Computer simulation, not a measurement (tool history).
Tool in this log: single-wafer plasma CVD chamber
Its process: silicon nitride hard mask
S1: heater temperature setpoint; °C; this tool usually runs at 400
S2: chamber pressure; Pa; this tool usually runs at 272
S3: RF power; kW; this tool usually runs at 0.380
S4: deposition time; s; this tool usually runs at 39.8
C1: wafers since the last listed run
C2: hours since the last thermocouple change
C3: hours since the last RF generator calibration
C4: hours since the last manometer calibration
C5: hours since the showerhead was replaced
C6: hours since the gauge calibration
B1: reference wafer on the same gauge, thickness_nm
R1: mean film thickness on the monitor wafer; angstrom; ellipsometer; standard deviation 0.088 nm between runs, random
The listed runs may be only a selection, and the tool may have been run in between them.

{"run": 1, "day": 0.0, "S1": 400, "S2": 272, "S3": 0.38, "S4": 39.8, "C1": 0, "C2": 2458.7, "C3": 1452.5, "C4": 2147.0, "C5": 5587.3, "C6": 145.8, "B1": 49.915, "R1": 566.08}
{"run": 2, "day": 0.717, "S1": 400, "S2": 272, "S3": 0.38, "S4": 39.8, "C1": 193, "C2": 2475.9, "C3": 1469.7, "C4": 2164.2, "C5": 5604.5, "C6": 163.0, "B1": 49.894, "R1": 566.52}
{"run": 3, "day": 1.379, "S1": 400, "S2": 272, "S3": 0.38, "S4": 39.8, "C1": 178, "C2": 2491.8, "C3": 1485.6, "C4": 2180.1, "C5": 5620.4, "C6": 178.9, "B1": 49.912, "R1": 565.54}
{"run": 4, "day": 2.083, "S1": 400, "S2": 272, "S3": 0.38, "S4": 39.8, "C1": 189, "C2": 2508.7, "C3": 1502.5, "C4": 2197.0, "C5": 5637.3, "C6": 195.8, "B1": 49.908, "R1": 564.29}
{"run": 5, "day": 2.708, "S1": 400, "S2": 272, "S3": 0.38, "S4": 39.8, "C1": 168, "C2": 2523.7, "C3": 1517.5, "C4": 2212.0, "C5": 5652.3, "C6": 210.8, "B1": 49.897, "R1": 563.57}
{"run": 6, "day": 3.417, "S1": 400, "S2": 237, "S3": 0.38, "S4": 39.8, "C1": 191, "C2": 2540.7, "C3": 1534.5, "C4": 2229.0, "C5": 5669.3, "C6": 227.8, "B1": 49.9, "R1": 528.63}
{"day": 4.108, "done": "gauge calibrated"}
{"run": 7, "day": 4.112, "S1": 400, "S2": 272, "S3": 0.38, "S4": 39.8, "C1": 187, "C2": 2557.4, "C3": 1551.2, "C4": 2245.7, "C5": 5686.0, "C6": 0.1, "B1": 49.877, "R1": 566.84}
{"run": 8, "day": 4.433, "S1": 400, "S2": 272, "S3": 0.38, "S4": 39.8, "C1": 86, "C2": 2565.1, "C3": 1558.9, "C4": 2253.4, "C5": 5693.7, "C6": 7.8, "B1": 49.901, "R1": 564.11}
{"day": 4.912, "done": "thermocouple changed; heater temperature recalibrated"}
{"day": 5.071, "done": "RF generator calibrated"}
{"day": 5.167, "done": "capacitance manometer re-zeroed and calibrated"}
{"run": 9, "day": 5.188, "S1": 400, "S2": 312, "S3": 0.32, "S4": 33.0, "C1": 45, "C2": 6.6, "C3": 2.8, "C4": 0.5, "C5": 5711.8, "C6": 25.9, "B1": 49.891, "R1": 465.35}
{"run": 10, "day": 5.421, "S1": 400, "S2": 272, "S3": 0.415, "S4": 47.7, "C1": 62, "C2": 12.2, "C3": 8.4, "C4": 6.1, "C5": 5717.4, "C6": 31.5, "B1": 49.883, "R1": 741.72}
{"day": 5.817, "done": "showerhead replaced"}
{"run": 11, "day": 5.838, "S1": 400, "S2": 305, "S3": 0.38, "S4": 39.8, "C1": 22, "C2": 22.2, "C3": 18.4, "C4": 16.1, "C5": 0.5, "C6": 41.5, "B1": 49.897, "R1": 616.85}
{"run": 12, "day": 6.517, "S1": 400, "S2": 272, "S3": 0.38, "S4": 39.8, "C1": 183, "C2": 38.5, "C3": 34.7, "C4": 32.4, "C5": 16.8, "C6": 57.8, "B1": 49.905, "R1": 588.37}
{"run": 13, "day": 7.038, "S1": 393, "S2": 252, "S3": 0.325, "S4": 32.7, "C1": 140, "C2": 51.0, "C3": 47.2, "C4": 44.9, "C5": 29.3, "C6": 70.3, "B1": 49.906, "R1": 426.47}
{"run": 14, "day": 7.554, "S1": 400, "S2": 272, "S3": 0.38, "S4": 39.8, "C1": 139, "C2": 63.4, "C3": 59.6, "C4": 57.3, "C5": 41.7, "C6": 82.7, "B1": 49.904, "R1": 587.86}
{"run": 15, "day": 7.833, "S1": 400, "S2": 313, "S3": 0.38, "S4": 39.8, "C1": 75, "C2": 70.1, "C3": 66.3, "C4": 64.0, "C5": 48.4, "C6": 89.4, "B1": 49.908, "R1": 621.57}
{"run": 16, "day": 8.25, "S1": 394, "S2": 272, "S3": 0.38, "S4": 34.7, "C1": 112, "C2": 80.1, "C3": 76.3, "C4": 74.0, "C5": 58.4, "C6": 99.4, "B1": 49.895, "R1": 515.23}
{"run": 17, "day": 8.892, "S1": 388, "S2": 272, "S3": 0.38, "S4": 39.8, "C1": 173, "C2": 95.5, "C3": 91.7, "C4": 89.4, "C5": 73.8, "C6": 114.8, "B1": 49.893, "R1": 591.6}

Some steps in R1 between neighbouring runs. How much of each would the tool show without its hidden state too (settings, what came in, random variation), and how much is left for the hidden state, with any gauge scatter that isn't in both results?
Unlogged tool condition in this case: wafer temperature above the value expected at the setpoint (K); delivered RF power above the setpoint (%); true pressure above the setpoint (%); gauge reads high (%).
Run 8 -> 9: S2 272 -> 312, S3 0.380 -> 0.320, S4 39.8 -> 33.0, thermocouple changed; heater temperature recalibrated, RF generator calibrated, capacitance manometer re-zeroed and calibrated. R1 -98.76 angstrom: hidden state +23.91, all else -122.67.
Run 9 -> 10: S2 312 -> 272, S3 0.320 -> 0.415, S4 33.0 -> 47.7. R1 +276.37 angstrom: hidden state -0.50, all else +276.87.
